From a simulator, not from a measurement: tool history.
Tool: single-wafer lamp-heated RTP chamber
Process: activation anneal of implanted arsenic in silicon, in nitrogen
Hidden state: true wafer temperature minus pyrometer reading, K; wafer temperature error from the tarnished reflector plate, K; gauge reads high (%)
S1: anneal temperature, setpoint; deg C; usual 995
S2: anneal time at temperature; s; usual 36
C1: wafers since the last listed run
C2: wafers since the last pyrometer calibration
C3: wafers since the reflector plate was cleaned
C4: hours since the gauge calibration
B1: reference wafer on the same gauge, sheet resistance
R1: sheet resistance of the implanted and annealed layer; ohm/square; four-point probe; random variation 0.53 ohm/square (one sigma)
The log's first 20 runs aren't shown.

Run 21, hour 1965.8: usual settings but S1 1011 deg C, S2 24 s; C1 2691; C2 4253; C3 5972; C4 427.9; B1 189.78. Result: R1 167.89 ohm/square.
Run 22, hour 2012.8: usual settings but S1 971 deg C, S2 19 s; C1 445; C2 4698; C3 6417; C4 474.9; B1 189.96. Result: R1 177.07 ohm/square.
Run 23, hour 2192.4: usual settings but S1 1008 deg C, S2 16 s; C1 1700; C2 6399; C3 8118; C4 654.5; B1 190.15. Result: R1 170.51 ohm/square.
At hour 2222.2: pyrometer window cleaned and pyrometer calibrated.
Run 24, hour 2269.1: usual settings; C1 650; C2 443; C3 8768; C4 731.2; B1 189.87. Result: R1 168.51 ohm/square.
At hour 2297.0: reflector plate cleaned.
Run 25, hour 2376.8: usual settings but S1 966 deg C, S2 42 s; C1 944; C2 1388; C3 755; C4 838.9; B1 190.04. Result: R1 173.35 ohm/square.
Run 26, hour 2471.2: usual settings but S1 970 deg C, S2 57 s; C1 894; C2 2282; C3 1649; C4 933.3; B1 190.05. Result: R1 169.82 ohm/square.
Run 27, hour 2520.8: usual settings but S1 1013 deg C; C1 469; C2 2751; C3 2119; C4 982.9; B1 190.02. Result: R1 164.91 ohm/square.
Run 28, hour 2588.6: usual settings but S1 984 deg C, S2 24 s; C1 642; C2 3394; C3 2761; C4 1050.7; B1 190.01. Result: R1 174.20 ohm/square.
Run 29, hour 2683.6: usual settings but S1 1024 deg C, S2 15 s; C1 899; C2 4293; C3 3661; C4 1145.7; B1 189.96. Result: R1 168.16 ohm/square.
Run 30, hour 2746.2: usual settings but S1 1016 deg C, S2 47 s; C1 592; C2 4886; C3 4254; C4 1208.3; B1 190.03. Result: R1 160.33 ohm/square.
Run 31, hour 2789.1: usual settings but S1 1016 deg C, S2 22 s; C1 406; C2 5292; C3 4660; C4 1251.2; B1 190.02. Result: R1 166.42 ohm/square.

The next listed run, before its measurement:
Run 32, hour 2849.1: usual settings but S2 17 s; C1 568; C2 5861; C3 5228; C4 1311.2; B1 ?. Result: R1 ?.

B1: 189.91
R1: 172.40 ohm/square
Without the tool's hidden state the same run would have given R1 174.32 ohm/square.
